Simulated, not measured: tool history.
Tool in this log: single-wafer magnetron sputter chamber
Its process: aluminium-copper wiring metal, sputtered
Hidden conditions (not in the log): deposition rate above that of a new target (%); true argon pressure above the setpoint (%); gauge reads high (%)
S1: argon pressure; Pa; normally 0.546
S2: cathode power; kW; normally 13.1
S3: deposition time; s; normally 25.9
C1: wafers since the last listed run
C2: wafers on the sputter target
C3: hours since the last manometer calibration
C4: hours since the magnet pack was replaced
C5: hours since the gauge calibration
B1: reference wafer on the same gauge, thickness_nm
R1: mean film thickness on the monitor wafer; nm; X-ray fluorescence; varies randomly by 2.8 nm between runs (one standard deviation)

{"run": 1, "hour": 0.0, "S1": 0.546, "S2": 13.1, "S3": 25.9, "C1": 0, "C2": 2918, "C3": 361.1, "C4": 3531.6, "C5": 601.7, "B1": 469.365, "R1": 543.026}
{"run": 2, "hour": 57.8, "S1": 0.546, "S2": 13.1, "S3": 25.9, "C1": 1325, "C2": 4243, "C3": 418.9, "C4": 3589.4, "C5": 659.5, "B1": 469.511, "R1": 540.797}
{"run": 3, "hour": 125.8, "S1": 0.546, "S2": 13.1, "S3": 25.9, "C1": 1559, "C2": 5803, "C3": 486.9, "C4": 3657.4, "C5": 727.5, "B1": 468.339, "R1": 546.975}
{"run": 4, "hour": 177.1, "S1": 0.546, "S2": 13.1, "S3": 25.9, "C1": 1176, "C2": 6979, "C3": 538.2, "C4": 3708.7, "C5": 778.8, "B1": 468.877, "R1": 542.599}
{"run": 5, "hour": 227.8, "S1": 0.498, "S2": 13.1, "S3": 25.9, "C1": 1162, "C2": 8142, "C3": 588.9, "C4": 3759.4, "C5": 829.5, "B1": 468.822, "R1": 550.714}
{"run": 6, "hour": 318.3, "S1": 0.498, "S2": 13.1, "S3": 25.9, "C1": 2075, "C2": 10217, "C3": 679.4, "C4": 3849.9, "C5": 920, "B1": 468.839, "R1": 555.614}
{"run": 7, "hour": 410.1, "S1": 0.498, "S2": 13.1, "S3": 25.9, "C1": 2105, "C2": 12322, "C3": 771.2, "C4": 3941.7, "C5": 1011.8, "B1": 468.252, "R1": 558.628}
{"run": 8, "hour": 457.6, "S1": 0.721, "S2": 13.1, "S3": 25.9, "C1": 1089, "C2": 13411, "C3": 818.7, "C4": 3989.2, "C5": 1059.3, "B1": 469.511, "R1": 504.532}
{"hour": 467.4, "done": "sputter target and shields replaced"}
{"run": 9, "hour": 546.1, "S1": 0.721, "S2": 13.1, "S3": 25.9, "C1": 1845, "C2": 1805, "C3": 907.2, "C4": 4077.7, "C5": 1147.8, "B1": 468.763, "R1": 505.165}
{"run": 10, "hour": 643.9, "S1": 0.721, "S2": 13.1, "S3": 25.9, "C1": 2242, "C2": 4048, "C3": 1005, "C4": 4175.5, "C5": 1245.6, "B1": 469.554, "R1": 503.144}
{"run": 11, "hour": 751.8, "S1": 0.631, "S2": 13.1, "S3": 25.9, "C1": 2474, "C2": 6522, "C3": 1112.9, "C4": 4283.4, "C5": 1353.5, "B1": 469.077, "R1": 525.935}
{"run": 12, "hour": 871.7, "S1": 0.631, "S2": 13.1, "S3": 25.9, "C1": 2749, "C2": 9272, "C3": 1232.8, "C4": 4403.3, "C5": 1473.4, "B1": 469.394, "R1": 525.523}
{"hour": 967.1, "done": "magnet pack replaced"}
{"hour": 1074.7, "done": "sputter target and shields replaced"}
{"run": 13, "hour": 1075.2, "S1": 0.631, "S2": 13.1, "S3": 25.9, "C1": 4299, "C2": 11, "C3": 1436.3, "C4": 108.1, "C5": 1676.9, "B1": 469.127, "R1": 524.789}
{"run": 14, "hour": 1111.1, "S1": 0.546, "S2": 12.1, "S3": 28, "C1": 823, "C2": 834, "C3": 1472.2, "C4": 144, "C5": 1712.8, "B1": 469.267, "R1": 547.428}
{"run": 15, "hour": 1158.2, "S1": 0.546, "S2": 13.1, "S3": 25.9, "C1": 1080, "C2": 1914, "C3": 1519.3, "C4": 191.1, "C5": 1759.9, "B1": 469.026, "R1": 542.463}
{"run": 16, "hour": 1200.2, "S1": 0.703, "S2": 13.1, "S3": 25.9, "C1": 963, "C2": 2877, "C3": 1561.3, "C4": 233.1, "C5": 1801.9, "B1": 468.819, "R1": 507.555}
{"run": 17, "hour": 1248.8, "S1": 0.386, "S2": 11.2, "S3": 20.9, "C1": 1114, "C2": 3992, "C3": 1609.9, "C4": 281.7, "C5": 1850.5, "B1": 469.779, "R1": 411.377}
{"run": 18, "hour": 1303.4, "S1": 0.546, "S2": 13.95, "S3": 30, "C1": 1252, "C2": 5244, "C3": 1664.5, "C4": 336.3, "C5": 1905.1, "B1": 469.06, "R1": 659.52}
{"run": 19, "hour": 1392.2, "S1": 0.703, "S2": 13.1, "S3": 25.9, "C1": 2036, "C2": 7280, "C3": 1753.3, "C4": 425.1, "C5": 1993.9, "B1": 468.386, "R1": 509.43}
{"run": 20, "hour": 1462.0, "S1": 0.62, "S2": 9.95, "S3": 30.1, "C1": 1600, "C2": 8881, "C3": 1823.1, "C4": 494.9, "C5": 2063.7, "B1": 468.979, "R1": 487.101}
{"hour": 1479.1, "done": "gauge calibrated"}
{"run": 21, "hour": 1533.1, "S1": 0.546, "S2": 13.1, "S3": 25.9, "C1": 1630, "C2": 10511, "C3": 1894.2, "C4": 566, "C5": 54, "B1": 469.724, "R1": 540.564}
{"run": 22, "hour": 1586.7, "S1": 0.693, "S2": 14.05, "S3": 28.6, "C1": 1229, "C2": 11740, "C3": 1947.8, "C4": 619.6, "C5": 107.6, "B1": 469.436, "R1": 602.18}
{"hour": 1631.4, "done": "capacitance manometer re-zeroed and calibrated"}
{"hour": 1647.4, "done": "sputter target and shields replaced"}
{"run": 23, "hour": 1649.6, "S1": 0.546, "S2": 13.1, "S3": 25.9, "C1": 1075, "C2": 51, "C3": 18.2, "C4": 682.5, "C5": 170.5, "B1": 468.662, "R1": 544.315}
{"run": 24, "hour": 1736.8, "S1": 0.546, "S2": 13.1, "S3": 25.9, "C1": 1999, "C2": 2050, "C3": 105.4, "C4": 769.7, "C5": 257.7, "B1": 468.204, "R1": 541.101}
{"run": 25, "hour": 1825.7, "S1": 0.546, "S2": 13.1, "S3": 25.9, "C1": 2038, "C2": 4089, "C3": 194.3, "C4": 858.6, "C5": 346.6, "B1": 469.208, "R1": 544.322}
{"run": 26, "hour": 1915.2, "S1": 0.546, "S2": 15.8, "S3": 25.9, "C1": 2052, "C2": 6141, "C3": 283.8, "C4": 948.1, "C5": 436.1, "B1": 469.112, "R1": 634.802}
{"run": 27, "hour": 2014.1, "S1": 0.638, "S2": 15.55, "S3": 25.9, "C1": 2267, "C2": 8409, "C3": 382.7, "C4": 1047, "C5": 535, "B1": 468.652, "R1": 609.406}
{"run": 28, "hour": 2100.7, "S1": 0.546, "S2": 13.1, "S3": 25.9, "C1": 1985, "C2": 10395, "C3": 469.3, "C4": 1133.6, "C5": 621.6, "B1": 468.947, "R1": 539.888}
{"hour": 2132.4, "done": "sputter target and shields replaced"}
{"run": 29, "hour": 2227.4, "S1": 0.546, "S2": 14.8, "S3": 21.5, "C1": 2721, "C2": 2179, "C3": 596, "C4": 1260.3, "C5": 748.3, "B1": 468.722, "R1": 498.286}
{"run": 30, "hour": 2309.2, "S1": 0.546, "S2": 13.1, "S3": 23.3, "C1": 1875, "C2": 4054, "C3": 677.8, "C4": 1342.1, "C5": 830.1, "B1": 469.258, "R1": 483.442}
{"run": 31, "hour": 2395.7, "S1": 0.546, "S2": 10.75, "S3": 25.9, "C1": 1983, "C2": 6038, "C3": 764.3, "C4": 1428.6, "C5": 916.6, "B1": 469.319, "R1": 460.744}
{"run": 32, "hour": 2455.5, "S1": 0.753, "S2": 15.9, "S3": 20.8, "C1": 1371, "C2": 7409, "C3": 824.1, "C4": 1488.4, "C5": 976.4, "B1": 469.584, "R1": 472.608}
{"run": 33, "hour": 2547.6, "S1": 0.76, "S2": 13.1, "S3": 23.6, "C1": 2111, "C2": 9521, "C3": 916.2, "C4": 1580.5, "C5": 1068.5, "B1": 469.284, "R1": 452.058}

Alternative continuations, all from the tool just after run 33; predict every row:
{"run": "A", "hour": 2548.0, "S1": 0.546, "S2": 13.1, "S3": 25.9, "C1": 9, "C2": 9530, "C3": 916.6, "C4": 1580.9, "C5": 1068.9, "B1": "?", "R1": "?"}
{"run": "B", "hour": 2548.0, "S1": 0.489, "S2": 13.1, "S3": 28.4, "C1": 9, "C2": 9530, "C3": 916.6, "C4": 1580.9, "C5": 1068.9, "B1": "?", "R1": "?"}
{"run": "C", "hour": 2548.0, "S1": 0.628, "S2": 13.1, "S3": 24.2, "C1": 9, "C2": 9530, "C3": 916.6, "C4": 1580.9, "C5": 1068.9, "B1": "?", "R1": "?"}
{"run": "D", "hour": 2548.0, "S1": 0.334, "S2": 14.4, "S3": 22.7, "C1": 9, "C2": 9530, "C3": 916.6, "C4": 1580.9, "C5": 1068.9, "B1": "?", "R1": "?"}
{"run": "E", "hour": 2548.0, "S1": 0.481, "S2": 13.1, "S3": 24.3, "C1": 9, "C2": 9530, "C3": 916.6, "C4": 1580.9, "C5": 1068.9, "B1": "?", "R1": "?"}

run=A B1=469.039 R1=541.971
run=B B1=469.039 R1=609.322
run=C B1=469.039 R1=488.731
run=D B1=469.039 R1=566.315
run=E B1=469.039 R1=523.199
Had the tool no hidden state, the same runs would have come out as:
run=A R1=541.971
run=B R1=609.322
run=C R1=488.731
run=D R1=566.315
run=E R1=523.199

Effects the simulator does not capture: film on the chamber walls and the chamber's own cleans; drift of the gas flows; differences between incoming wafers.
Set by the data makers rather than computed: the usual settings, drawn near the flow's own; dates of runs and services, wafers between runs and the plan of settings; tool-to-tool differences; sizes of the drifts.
